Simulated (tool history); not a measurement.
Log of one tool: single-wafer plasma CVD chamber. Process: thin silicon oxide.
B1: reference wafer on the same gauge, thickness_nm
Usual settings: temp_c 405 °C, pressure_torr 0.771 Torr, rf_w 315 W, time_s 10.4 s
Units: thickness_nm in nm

run 1 day=0.000 | temp_c=405 pressure_torr=0.771 rf_w=360 time_s=11.5 | B1=16.604 | thickness_nm=21.335
run 2 day=1.062 | temp_c=405 pressure_torr=0.771 rf_w=315 time_s=10.4 | B1=16.606 | thickness_nm=18.100
run 3 day=1.971 | temp_c=405 pressure_torr=0.771 rf_w=315 time_s=10.4 | B1=16.601 | thickness_nm=18.148
run 4 day=5.567 | temp_c=405 pressure_torr=0.771 rf_w=315 time_s=10.4 | B1=16.607 | thickness_nm=18.160
run 5 day=6.658 | temp_c=405 pressure_torr=0.771 rf_w=295 time_s=10.4 | B1=16.600 | thickness_nm=17.536
run 6 day=7.383 | temp_c=408 pressure_torr=0.886 rf_w=315 time_s=10.4 | B1=16.600 | thickness_nm=20.136
-- day=7.821 RF generator calibrated
run 7 day=8.225 | temp_c=408 pressure_torr=0.886 rf_w=315 time_s=10.4 | B1=16.604 | thickness_nm=20.724
-- day=9.162 capacitance manometer re-zeroed and calibrated
run 8 day=9.183 | temp_c=408 pressure_torr=0.886 rf_w=315 time_s=10.4 | B1=16.603 | thickness_nm=20.024
-- day=9.675 thermocouple changed; heater temperature recalibrated
-- day=9.871 showerhead replaced
run 9 day=9.892 | temp_c=405 pressure_torr=0.665 rf_w=315 time_s=10.4 | B1=16.586 | thickness_nm=15.853
-- day=10.600 gauge calibrated
run 10 day=10.988 | temp_c=405 pressure_torr=0.665 rf_w=315 time_s=10.4 | B1=16.600 | thickness_nm=15.851
run 11 day=11.612 | temp_c=405 pressure_torr=0.665 rf_w=315 time_s=10.4 | B1=16.602 | thickness_nm=15.758
run 12 day=12.192 | temp_c=405 pressure_torr=0.771 rf_w=315 time_s=10.4 | B1=16.602 | thickness_nm=17.981
run 13 day=12.721 | temp_c=405 pressure_torr=0.666 rf_w=315 time_s=10.4 | B1=16.603 | thickness_nm=15.807
run 14 day=13.517 | temp_c=412 pressure_torr=0.771 rf_w=280 time_s=10.4 | B1=16.604 | thickness_nm=16.827
run 15 day=14.354 | temp_c=414 pressure_torr=0.932 rf_w=315 time_s=10.4 | B1=16.597 | thickness_nm=20.696
run 16 day=15.225 | temp_c=391 pressure_torr=0.771 rf_w=295 time_s=12.2 | B1=16.604 | thickness_nm=20.468
run 17 day=15.933 | temp_c=396 pressure_torr=0.591 rf_w=265 time_s=9.0 | B1=16.605 | thickness_nm=11.282
run 18 day=19.262 | temp_c=405 pressure_torr=0.698 rf_w=295 time_s=10.4 | B1=16.602 | thickness_nm=15.865
run 19 day=21.129 | temp_c=415 pressure_torr=0.771 rf_w=315 time_s=9.3 | B1=16.603 | thickness_nm=15.914
run 20 day=21.946 | temp_c=392 pressure_torr=0.771 rf_w=290 time_s=10.4 | B1=16.602 | thickness_nm=17.288
run 21 day=22.558 | temp_c=395 pressure_torr=0.771 rf_w=255 time_s=11.4 | B1=16.589 | thickness_nm=17.575

Forecast each of these 4 alternatives for the next run:
run A day=22.575 | temp_c=405 pressure_torr=0.771 rf_w=315 time_s=12.1 | B1=? | thickness_nm=?
run B day=22.575 | temp_c=400 pressure_torr=0.722 rf_w=315 time_s=10.4 | B1=? | thickness_nm=?
run C day=22.575 | temp_c=392 pressure_torr=0.593 rf_w=360 time_s=11.4 | B1=? | thickness_nm=?
run D day=22.575 | temp_c=410 pressure_torr=0.950 rf_w=260 time_s=10.4 | B1=? | thickness_nm=?

run=A B1=16.594 thickness_nm=20.684
run=B B1=16.594 thickness_nm=16.886
run=C B1=16.594 thickness_nm=16.591
run=D B1=16.594 thickness_nm=18.812
Without the tool's hidden state the same runs would have given:
run=A thickness_nm=20.830
run=B thickness_nm=16.986
run=C thickness_nm=16.654
run=D thickness_nm=19.041
